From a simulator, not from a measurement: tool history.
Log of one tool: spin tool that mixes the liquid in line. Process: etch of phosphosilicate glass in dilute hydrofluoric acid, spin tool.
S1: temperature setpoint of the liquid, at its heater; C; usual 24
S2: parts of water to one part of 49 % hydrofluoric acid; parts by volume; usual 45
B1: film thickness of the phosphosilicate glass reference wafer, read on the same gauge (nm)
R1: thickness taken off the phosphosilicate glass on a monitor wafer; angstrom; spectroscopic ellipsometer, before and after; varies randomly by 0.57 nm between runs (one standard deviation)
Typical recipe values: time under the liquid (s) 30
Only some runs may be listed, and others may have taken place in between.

run 1 hour=0 | S1=24 S2=45 time_under_the_liquid_(s)=30 | B1=29.97 | R1=775.7
run 2 hour=12.4 | S1=24 S2=45 time_under_the_liquid_(s)=30 | B1=29.98 | R1=772.6
run 3 hour=39.4 | S1=21.5 S2=45 time_under_the_liquid_(s)=30 | B1=29.99 | R1=685
run 4 hour=74.4 | S1=21.5 S2=45 time_under_the_liquid_(s)=30 | B1=30.02 | R1=690.7
run 5 hour=107.8 | S1=24 S2=45 time_under_the_liquid_(s)=20 | B1=29.99 | R1=510.5
run 6 hour=125 | S1=24 S2=45 time_under_the_liquid_(s)=20 | B1=30.01 | R1=505.7
run 7 hour=148.5 | S1=24 S2=45 time_under_the_liquid_(s)=30 | B1=29.99 | R1=764
run 8 hour=174.8 | S1=24 S2=45 time_under_the_liquid_(s)=30 | B1=30.01 | R1=754.2
run 9 hour=198.6 | S1=26.5 S2=30 time_under_the_liquid_(s)=45 | B1=30.04 | R1=1945.6
run 10 hour=228.7 | S1=24 S2=30 time_under_the_liquid_(s)=15 | B1=29.99 | R1=583
run 11 hour=243.3 | S1=24 S2=60 time_under_the_liquid_(s)=20 | B1=29.99 | R1=369.7
run 12 hour=274.2 | S1=28 S2=45 time_under_the_liquid_(s)=30 | B1=29.99 | R1=900.6
run 13 hour=310.1 | S1=24 S2=45 time_under_the_liquid_(s)=30 | B1=29.96 | R1=757.2
run 14 hour=339 | S1=26 S2=45 time_under_the_liquid_(s)=15 | B1=29.97 | R1=408.5
-- hour=358.4 gauge calibrated
run 15 hour=369.7 | S1=20.5 S2=45 time_under_the_liquid_(s)=30 | B1=30.02 | R1=650
run 16 hour=397.1 | S1=24 S2=45 time_under_the_liquid_(s)=40 | B1=30 | R1=993.6
run 17 hour=429.6 | S1=26 S2=45 time_under_the_liquid_(s)=30 | B1=30 | R1=811.8
run 18 hour=455 | S1=24 S2=45 time_under_the_liquid_(s)=15 | B1=30 | R1=372.7
-- hour=465.4 hydrofluoric acid flow meter replaced
run 19 hour=483.7 | S1=24 S2=45 time_under_the_liquid_(s)=30 | B1=30 | R1=746.4
-- hour=509.8 thermometer replaced
run 20 hour=517.3 | S1=27.5 S2=45 time_under_the_liquid_(s)=25 | B1=30 | R1=750.8
run 21 hour=537.4 | S1=24 S2=45 time_under_the_liquid_(s)=30 | B1=29.99 | R1=765.7
run 22 hour=551.7 | S1=27 S2=45 time_under_the_liquid_(s)=50 | B1=30 | R1=1464.9
run 23 hour=580.4 | S1=24 S2=30 time_under_the_liquid_(s)=40 | B1=29.96 | R1=1580.3
run 24 hour=602 | S1=24 S2=45 time_under_the_liquid_(s)=30 | B1=29.97 | R1=771.4
run 25 hour=632.5 | S1=26 S2=65 time_under_the_liquid_(s)=40 | B1=29.96 | R1=751.8
run 26 hour=657.5 | S1=28 S2=50 time_under_the_liquid_(s)=20 | B1=30.01 | R1=539.3
run 27 hour=687.1 | S1=24 S2=45 time_under_the_liquid_(s)=30 | B1=29.99 | R1=759
run 28 hour=712.1 | S1=19 S2=30 time_under_the_liquid_(s)=45 | B1=30.04 | R1=1415.1
run 29 hour=732 | S1=24 S2=45 time_under_the_liquid_(s)=30 | B1=29.97 | R1=768.6
run 30 hour=745 | S1=24 S2=45 time_under_the_liquid_(s)=30 | B1=30.01 | R1=762.1
run 31 hour=766.5 | S1=22 S2=35 time_under_the_liquid_(s)=15 | B1=29.99 | R1=456.5

5 ways to go on from here, each from the tool as it stands after run 31. What would each give?
run A hour=766.9 | S1=28.5 S2=45 time_under_the_liquid_(s)=30 | B1=? | R1=?
run B hour=766.9 | S1=22.5 S2=45 time_under_the_liquid_(s)=45 | B1=? | R1=?
run C hour=766.9 | S1=22 S2=60 time_under_the_liquid_(s)=40 | B1=? | R1=?
run D hour=766.9 | S1=20.5 S2=45 time_under_the_liquid_(s)=15 | B1=? | R1=?
run E hour=766.9 | S1=24 S2=35 time_under_the_liquid_(s)=30 | B1=? | R1=?

run=A B1=29.99 R1=921.7
run=B B1=29.99 R1=1080.9
run=C B1=29.99 R1=692.6
run=D B1=29.99 R1=331.1
run=E B1=29.99 R1=999.5
Had the tool no hidden state, the same runs would have come out as:
run=A R1=942.2
run=B R1=1106.1
run=C R1=708.6
run=D R1=338.9
run=E R1=1022.7

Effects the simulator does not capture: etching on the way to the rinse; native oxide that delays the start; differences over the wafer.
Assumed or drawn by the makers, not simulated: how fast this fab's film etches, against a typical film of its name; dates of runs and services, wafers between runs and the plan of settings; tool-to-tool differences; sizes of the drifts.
